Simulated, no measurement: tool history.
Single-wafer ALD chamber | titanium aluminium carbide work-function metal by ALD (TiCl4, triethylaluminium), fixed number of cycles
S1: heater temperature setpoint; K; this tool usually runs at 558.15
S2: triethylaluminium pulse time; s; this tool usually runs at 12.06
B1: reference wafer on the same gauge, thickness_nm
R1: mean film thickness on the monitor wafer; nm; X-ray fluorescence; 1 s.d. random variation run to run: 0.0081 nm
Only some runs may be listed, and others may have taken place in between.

run	day	S1	S2	B1	R1
1	0.000	558.15	12.06	1.642	1.880
2	1.446	558.15	12.06	1.640	1.888
# day 1.492: gauge calibrated
3	2.083	558.15	12.06	1.638	1.887
4	3.238	558.15	9.80	1.637	1.802
5	4.533	558.15	9.80	1.640	1.800
6	5.212	558.15	9.80	1.641	1.816
7	6.262	558.15	12.06	1.643	1.883
8	7.646	558.15	12.06	1.640	1.872
# day 9.221: showerhead replaced
9	9.242	558.15	12.06	1.640	1.873
10	10.062	570.15	8.73	1.640	1.840

Run 11 comes next. What will it give?
11	11.275	563.15	15.55	?	?

{"run 11": {"B1": 1.638, "R1": 1.957}}
Without the tool's hidden state the same run would have given R1 1.957 nm.
